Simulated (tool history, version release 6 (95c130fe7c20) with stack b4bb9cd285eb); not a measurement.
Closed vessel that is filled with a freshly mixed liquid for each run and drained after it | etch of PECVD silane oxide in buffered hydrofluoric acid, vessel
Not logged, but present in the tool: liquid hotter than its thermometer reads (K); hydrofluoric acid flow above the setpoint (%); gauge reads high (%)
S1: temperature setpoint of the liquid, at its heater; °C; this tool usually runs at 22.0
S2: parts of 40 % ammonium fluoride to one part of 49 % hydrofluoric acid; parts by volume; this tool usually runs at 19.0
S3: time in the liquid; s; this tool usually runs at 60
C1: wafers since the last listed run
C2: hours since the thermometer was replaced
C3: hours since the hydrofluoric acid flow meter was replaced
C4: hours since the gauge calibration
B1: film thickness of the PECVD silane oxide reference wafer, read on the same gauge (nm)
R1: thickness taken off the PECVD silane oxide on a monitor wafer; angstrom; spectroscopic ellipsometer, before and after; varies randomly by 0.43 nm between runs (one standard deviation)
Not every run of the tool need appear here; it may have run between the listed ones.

run,hour,S1,S2,S3,C1,C2,C3,C4,B1,R1
1,0.0,22.0,19.0,60,0,2747.3,1243.5,356.8,119.99,570.9
2,32.8,22.0,19.0,60,3220,2780.1,1276.3,389.6,120.01,575.0
3,66.0,22.0,19.0,60,3259,2813.3,1309.5,422.8,120.00,565.8
4,81.8,22.0,24.0,60,1551,2829.1,1325.3,438.6,120.00,475.7
5,98.8,22.0,24.0,60,1669,2846.1,1342.3,455.6,120.01,469.0
6,130.4,22.0,24.0,60,3102,2877.7,1373.9,487.2,120.00,472.9
7,148.8,22.0,19.0,80,1806,2896.1,1392.3,505.6,119.99,763.2
8,180.4,22.0,19.0,80,3102,2927.7,1423.9,537.2,120.00,772.5
# hour 199.9: hydrofluoric acid flow meter replaced
9,216.3,22.0,19.0,80,3426,2963.6,16.4,573.1,119.98,802.0
10,239.3,22.0,19.0,60,2258,2986.6,39.4,596.1,120.00,608.1
11,251.9,22.0,19.0,60,1237,2999.2,52.0,608.7,120.02,595.4
12,264.0,22.0,19.0,60,1188,3011.3,64.1,620.8,120.00,602.2
# hour 275.9: gauge calibrated
13,287.8,23.5,19.0,40,2336,3035.1,87.9,11.9,120.01,436.7
14,323.8,18.5,14.5,60,3534,3071.1,123.9,47.9,120.02,649.7
15,337.0,22.0,19.0,60,1296,3084.3,137.1,61.1,119.99,609.5
16,353.1,22.0,19.0,60,1580,3100.4,153.2,77.2,120.01,607.1
17,377.8,22.0,19.0,85,2425,3125.1,177.9,101.9,120.02,864.9
18,395.5,26.0,19.0,60,1737,3142.8,195.6,119.6,120.00,764.6
# hour 399.7: hydrofluoric acid flow meter replaced, repeated, since the last time left the tool worse
19,410.7,22.0,19.0,70,1394,3158.0,11.0,134.8,120.00,622.8
20,437.8,22.0,19.0,90,2660,3185.1,38.1,161.9,119.99,800.3
21,472.7,19.5,19.0,60,3426,3220.0,73.0,196.8,120.02,466.7
22,506.7,24.5,14.0,35,3338,3254.0,107.0,230.8,120.00,487.2
23,522.5,22.0,19.0,60,1551,3269.8,122.8,246.6,119.99,538.5
# hour 547.8: thermometer replaced
24,553.7,20.5,19.0,60,2965,5.9,154.0,277.8,119.99,495.7
25,576.5,22.0,19.0,60,2238,28.7,176.8,300.6,119.99,538.6
26,601.1,22.0,19.0,60,2415,53.3,201.4,325.2,119.99,534.9
27,630.4,25.5,19.0,60,2876,82.6,230.7,354.5,120.00,651.2
28,647.9,22.0,19.0,60,1718,100.1,248.2,372.0,120.01,534.4
29,696.1,17.5,19.0,60,4732,148.3,296.4,420.2,119.99,414.8
30,719.8,22.0,26.0,60,2326,172.0,320.1,443.9,120.00,427.5
31,746.2,22.0,17.0,60,2592,198.4,346.5,470.3,120.00,605.0
32,761.3,22.0,19.0,60,1482,213.5,361.6,485.4,119.99,543.3

What the log doesn't show, run by run:
liquid hotter than its thermometer reads (K): 0 across all the runs
gauge reads high (%): 0 across all the runs
H1: hydrofluoric acid flow above the setpoint (%)
run,H1
1,8.14
2,8.35
3,8.56
4,8.65
5,8.76
6,8.96
7,9.07
8,9.27
9,14.5
10,14.6
11,14.7
12,14.8
13,14.9
14,15.2
15,15.2
16,15.3
17,15.5
18,15.6
19,1.02
20,1.18
21,1.4
22,1.61
23,1.71
24,1.91
25,2.05
26,2.2
27,2.39
28,2.49
29,2.8
30,2.94
31,3.11
32,3.2

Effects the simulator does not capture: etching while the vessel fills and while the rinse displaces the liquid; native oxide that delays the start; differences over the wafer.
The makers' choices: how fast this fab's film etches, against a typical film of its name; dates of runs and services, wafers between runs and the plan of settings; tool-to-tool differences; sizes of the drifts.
